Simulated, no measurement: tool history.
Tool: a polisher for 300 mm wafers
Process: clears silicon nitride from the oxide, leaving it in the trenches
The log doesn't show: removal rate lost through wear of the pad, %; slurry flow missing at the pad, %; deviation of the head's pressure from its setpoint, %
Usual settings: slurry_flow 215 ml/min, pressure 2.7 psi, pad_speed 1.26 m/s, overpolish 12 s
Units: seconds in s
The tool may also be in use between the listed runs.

run     day  slurry_flow  pressure  pad_speed  overpolish  wafers since the last listed run  wafers polished on this pad  hours since the slurry nozzle was cleaned  hours since the head pressure was calibrated  incoming thickness of the incoming film, nm  seconds
  1       0          215       2.7       1.26          12                                 0                          327                                      711.6                                         550.1                                        130.4    107.4
  2   3.242          215       2.7       1.26          12                               856                         1183                                      789.4                                         627.9                                        129.2    105.7
      6.029  -- slurry nozzle cleaned
  3   6.079          260       2.7        1.4          12                               738                         1922                                        1.2                                           696                                        129.8       94
  4  10.921          260       2.7        1.4          12                              1279                         3202                                      117.4                                         812.2                                        128.1     93.4
  5    13.2          260       2.7        1.4          12                               602                         3804                                      172.1                                         866.9                                        130.5     94.4
     16.925  -- worn pad replaced by a new one
  6  17.312          215       2.7       1.26          12                              1042                          102                                      270.8                                         965.6                                        129.6    107.3
  7  20.146          215       2.7       1.26          12                               748                          851                                      338.8                                        1033.6                                        131.3    108.1
  8  22.688          235       2.7       1.26          12                               671                         1522                                      399.8                                        1094.6                                        131.9    110.3
  9  25.775          235       2.7       1.26          12                               815                         2338                                      473.9                                        1168.7                                        131.1      108
 10  29.688          235       2.7       1.26          12                              1033                         3372                                      567.8                                        1262.6                                        129.1    110.5
     33.192  -- head pressure recalibrated
 11  34.079          215       2.7       1.26          12                              1138                         4511                                      673.2                                          21.3                                        130.5    104.7
     36.054  -- worn pad replaced by a new one, of another model than before
 12  37.129          215       2.7       1.26          12                               761                          284                                      746.4                                          94.5                                        132.5    107.7
     38.167  -- slurry nozzle cleaned
 13   41.25          215       2.7       1.26          12                              1078                         1362                                         74                                         193.4                                        129.8    104.4
 14  43.804          215       2.7       1.26          12                               674                         2037                                      135.3                                         254.7                                        131.1    106.8
 15  45.362          215       2.7       1.26          12                               411                         2449                                      172.7                                         292.1                                          129    103.4
 16  47.808          215       2.4       1.26          12                               646                         3095                                      231.4                                         350.8                                        129.7    117.8
 17  50.254          160       2.7       1.26          12                               646                         3741                                      290.1                                         409.5                                        129.5    119.7
 18  54.179          215       2.7       1.26          12                              1037                         4779                                      384.3                                         503.7                                        129.9    106.6
     56.054  -- worn pad replaced by a new one
 19  58.421          215       2.4       1.08          17                              1076                          625                                      486.1                                         605.5                                          131    134.4
 20   67.95          215       2.7       1.26          12                              2518                         3143                                      714.8                                         834.2                                        130.6    106.4
 21  71.588          215       2.7       1.26          12                               961                         4104                                      802.1                                         921.5                                        128.5      107
     71.788  -- slurry nozzle cleaned
 22   73.95          270       2.7       1.26          12                               613                         4717                                       51.9                                         978.2                                        131.7    106.1
 23  75.962          165       3.6       0.86          18                               531                         5249                                      100.2                                        1026.5                                        130.3    117.4
     76.346  -- worn pad replaced by a new one
 24  78.183          215       2.7       1.26          12                               542                          486                                      153.5                                        1079.8                                        128.4    106.8
 25  81.971          175       2.3        1.4          12                              1000                         1487                                      244.4                                        1170.7                                        128.9    127.3
 26  83.496          260       2.7       1.12           7                               403                         1890                                        281                                        1207.3                                        130.3    115.1
 27  87.079          280       3.3       1.26          14                               946                         2836                                        367                                        1293.3                                        129.5       87
     91.183  -- head pressure recalibrated
 28  91.229          215       2.7       1.48          12                              1074                         3911                                      466.6                                           1.1                                        129.6     92.2
     93.175  -- worn pad replaced by a new one
 29  93.312          215       3.2       1.26          12                               506                           36                                      516.6                                          51.1                                        130.5     90.3

Forecast each of these 5 alternatives for the next run:
  A  93.333          215       3.4       1.26          12                                 5                           42                                      517.1                                          51.6                                        130.9        ?
  B  93.333          215       2.7        0.9           7                                 5                           42                                      517.1                                          51.6                                        130.9        ?
  C  93.333          215       2.1       1.26          12                                 5                           42                                      517.1                                          51.6                                        130.9        ?
  D  93.333          270       2.1       0.94          15                                 5                           42                                      517.1                                          51.6                                        130.9        ?
  E  93.333          215       1.9       1.26          12                                 5                           42                                      517.1                                          51.6                                        130.9        ?

run  seconds
  A     85.9
  B    136.6
  C      139
  D    163.7
  E    153.7
Without the tool's hidden state the same runs would have given:
run  seconds
  A     86.2
  B    137.1
  C    139.5
  D    164.3
  E    154.2
